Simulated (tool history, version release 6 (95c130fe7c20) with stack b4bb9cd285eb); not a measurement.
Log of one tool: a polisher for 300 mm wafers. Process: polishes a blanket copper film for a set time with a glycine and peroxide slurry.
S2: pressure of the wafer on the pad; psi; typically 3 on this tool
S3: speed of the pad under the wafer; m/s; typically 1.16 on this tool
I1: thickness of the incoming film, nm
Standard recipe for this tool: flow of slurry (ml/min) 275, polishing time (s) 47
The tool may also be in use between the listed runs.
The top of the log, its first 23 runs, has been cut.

Run 24, hour 537.9: usual settings but flow of slurry (ml/min) 205, S2 2.5 psi, S3 1.34 m/s, polishing time (s) 58; I1 1009.4. Result: film removed (nm) 378.4.
Run 25, hour 567.9: usual settings but flow of slurry (ml/min) 350, polishing time (s) 38; I1 1014.8. Result: film removed (nm) 275.5.
Run 26, hour 583.7: usual settings but flow of slurry (ml/min) 305, S2 3.8 psi, polishing time (s) 54; I1 1024. Result: film removed (nm) 481.6.
At hour 593.4: worn pad replaced by a new one.
Run 27, hour 612.9: usual settings but flow of slurry (ml/min) 365, S2 3.4 psi, polishing time (s) 43; I1 1024.4. Result: film removed (nm) 377.7.
Run 28, hour 632.3: usual settings; I1 1032.8. Result: film removed (nm) 345.2.
Run 29, hour 653.4: usual settings but flow of slurry (ml/min) 225, S3 1.52 m/s, polishing time (s) 42; I1 1027.9. Result: film removed (nm) 350.3.
Run 30, hour 677.3: usual settings but S3 1.42 m/s; I1 1032.9. Result: film removed (nm) 373.2.
At hour 681.1: slurry nozzle cleaned.
Run 31, hour 707.2: usual settings but flow of slurry (ml/min) 230, S2 2.3 psi, S3 0.9 m/s, polishing time (s) 35; I1 1035.4. Result: film removed (nm) 171.6.
Run 32, hour 721.5: usual settings; I1 1037. Result: film removed (nm) 331.5.
Run 33, hour 745.9: usual settings but flow of slurry (ml/min) 305; I1 1023.9. Result: film removed (nm) 327.7.
Run 34, hour 780.4: usual settings but S3 1.02 m/s; I1 1016.5. Result: film removed (nm) 300.7.
Run 35, hour 808.2: usual settings but flow of slurry (ml/min) 315, S2 3.3 psi; I1 1017.2. Result: film removed (nm) 350.5.
At hour 824.5: worn pad replaced by a new one.
Run 36, hour 825: usual settings but flow of slurry (ml/min) 340, S3 1.56 m/s, polishing time (s) 38; I1 1033.5. Result: film removed (nm) 340.3.

Branching from run 36: 5 alternative next runs. What would each branch give?
Run A, hour 825.4: usual settings but S3 0.78 m/s; I1 1025.6. Result: film removed (nm) ?.
Run B, hour 825.4: usual settings but flow of slurry (ml/min) 235, polishing time (s) 38; I1 1025.6. Result: film removed (nm) ?.
Run C, hour 825.4: usual settings but flow of slurry (ml/min) 190; I1 1025.6. Result: film removed (nm) ?.
Run D, hour 825.4: usual settings but flow of slurry (ml/min) 235, polishing time (s) 60; I1 1025.6. Result: film removed (nm) ?.
Run E, hour 825.4: usual settings but flow of slurry (ml/min) 195, polishing time (s) 36; I1 1025.6. Result: film removed (nm) ?.

run  film removed (nm)
  A                286
  B              275.8
  C              330.7
  D              435.5
  E              254.4
Had the tool no hidden state, the same runs would have come out as:
run  film removed (nm)
  A                307
  B              296.7
  C              355.7
  D              468.5
  E              273.6
